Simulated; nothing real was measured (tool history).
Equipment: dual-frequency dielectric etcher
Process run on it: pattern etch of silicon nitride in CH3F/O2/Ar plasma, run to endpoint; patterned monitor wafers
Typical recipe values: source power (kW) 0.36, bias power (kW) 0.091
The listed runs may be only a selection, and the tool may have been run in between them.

run    hour  source power (kW)  bias power (kW)  wafers since the last listed run  hours since the last wet clean  hours since the last source power generator calibration  hours since the last bias power generator calibration  hours since the last upper electrode change  incoming incoming film thickness, nm  endpoint time (s)
  1       0               0.36            0.091                                 0                            93.4                                                   3567.8                                                  651.4                                       3367.6                                 46.62                 65
  2      40               0.41            0.078                               625                           133.4                                                   3607.8                                                  691.4                                       3407.6                                 46.24                 64
  3    97.6               0.41            0.078                               900                             191                                                   3665.4                                                    749                                       3465.2                                 46.51                 65
  4   143.6               0.36            0.073                               719                             237                                                   3711.4                                                    795                                       3511.2                                 46.33               70.6
  5   188.8               0.36            0.091                               706                           282.2                                                   3756.6                                                  840.2                                       3556.4                                 46.15               65.4
  6   225.3               0.36            0.091                               570                           318.7                                                   3793.1                                                  876.7                                       3592.9                                 46.13               65.2
  7   264.2               0.36            0.091                               608                           357.6                                                     3832                                                  915.6                                       3631.8                                 46.29               65.6
      298.9  -- wet clean of the chamber
  8   301.2               0.36            0.091                               203                             2.3                                                     3869                                                  952.6                                       3668.8                                 46.54               64.3
  9   363.2               0.36            0.091                               969                            64.3                                                     3931                                                 1014.6                                       3730.8                                 46.41                 64
 10   398.4               0.36            0.091                               550                            99.5                                                   3966.2                                                 1049.8                                         3766                                  46.4               64.1
 11   428.4               0.36            0.091                               469                           129.5                                                   3996.2                                                 1079.8                                         3796                                 46.27               64.1
 12   480.5               0.36            0.091                               814                           181.6                                                   4048.3                                                 1131.9                                       3848.1                                  46.5               64.9
 13   531.8               0.36            0.091                               802                           232.9                                                   4099.6                                                 1183.2                                       3899.4                                 46.33               65.2
 14   561.4               0.28            0.075                               462                           262.5                                                   4129.2                                                 1212.8                                         3929                                 46.28               78.2
 15   622.7               0.36            0.091                               958                           323.8                                                   4190.5                                                 1274.1                                       3990.3                                 46.41               66.2
 16   650.9               0.39             0.11                               440                             352                                                   4218.7                                                 1302.3                                       4018.5                                 46.62               59.4
 17   685.3                0.4            0.099                               537                           386.4                                                   4253.1                                                 1336.7                                       4052.9                                 46.16               60.8
      710.6  -- wet clean of the chamber
 18   744.4               0.36            0.091                               548                            33.8                                                   4312.2                                                 1395.8                                         4112                                  46.3               64.3
      758.8  -- source power generator calibrated
      788.8  -- bias power generator calibrated
 19   798.4               0.39            0.107                               719                            87.8                                                     39.6                                                    9.6                                         4166                                 46.59               57.7
 20   845.4               0.31            0.071                               734                           134.8                                                     86.6                                                   56.6                                         4213                                 46.35               75.1
      891.4  -- upper electrode replaced
 21     894                0.4            0.106                               384                           183.4                                                    135.2                                                  105.2                                          2.6                                 46.47               58.4
 22   920.8               0.36            0.104                               418                           210.2                                                      162                                                    132                                         29.4                                 46.28               60.9
 23   952.1               0.36            0.091                               489                           241.5                                                    193.3                                                  163.3                                         60.7                                 46.09               64.1
 24   998.1               0.36            0.091                               719                           287.5                                                    239.3                                                  209.3                                        106.7                                 46.02               64.3
 25  1031.7               0.29            0.106                               525                           321.1                                                    272.9                                                  242.9                                        140.3                                 46.13               67.4
 26  1090.9               0.41            0.091                               925                           380.3                                                    332.1                                                  302.1                                        199.5                                 46.18               61.8
       1125  -- wet clean of the chamber
 27  1125.5               0.39            0.107                               165                             0.5                                                    366.7                                                  336.7                                        234.1                                 46.36               57.7
 28  1175.8               0.36             0.08                               786                            50.8                                                      417                                                    387                                        284.4                                  46.8               67.4
 29  1204.3               0.44            0.083                               445                            79.3                                                    445.5                                                  415.5                                        312.9                                 46.31               60.6
 30    1259               0.36            0.091                               855                             134                                                    500.2                                                  470.2                                        367.6                                 46.96               65.2
 31  1284.6               0.31            0.084                               400                           159.6                                                    525.8                                                  495.8                                        393.2                                  46.5               70.8
 32  1345.9               0.43            0.075                               958                           220.9                                                    587.1                                                  557.1                                        454.5                                 46.11               64.3
 33  1397.9               0.36            0.091                               812                           272.9                                                    639.1                                                  609.1                                        506.5                                 46.38               64.9
 34  1461.2               0.42            0.108                               989                           336.2                                                    702.4                                                  672.4                                        569.8                                 46.55               57.6

5 options for the next run, each taken on its own from the tool as it stands now. Forecast them:
  A  1461.6               0.36            0.091                                 6                           336.6                                                    702.8                                                  672.8                                        570.2                                 46.06                  ?
  B  1461.6               0.36            0.078                                 6                           336.6                                                    702.8                                                  672.8                                        570.2                                 46.06                  ?
  C  1461.6               0.36             0.07                                 6                           336.6                                                    702.8                                                  672.8                                        570.2                                 46.06                  ?
  D  1461.6               0.36            0.074                                 6                           336.6                                                    702.8                                                  672.8                                        570.2                                 46.06                  ?
  E  1461.6                0.3            0.071                                 6                           336.6                                                    702.8                                                  672.8                                        570.2                                 46.06                  ?

run  endpoint time (s)
  A               65.2
  B                 69
  C               71.7
  D               70.3
  E               77.4
What these runs would have given with no unlogged condition in the tool:
run  endpoint time (s)
  A               62.9
  B               66.6
  C               69.2
  D               67.8
  E               74.7

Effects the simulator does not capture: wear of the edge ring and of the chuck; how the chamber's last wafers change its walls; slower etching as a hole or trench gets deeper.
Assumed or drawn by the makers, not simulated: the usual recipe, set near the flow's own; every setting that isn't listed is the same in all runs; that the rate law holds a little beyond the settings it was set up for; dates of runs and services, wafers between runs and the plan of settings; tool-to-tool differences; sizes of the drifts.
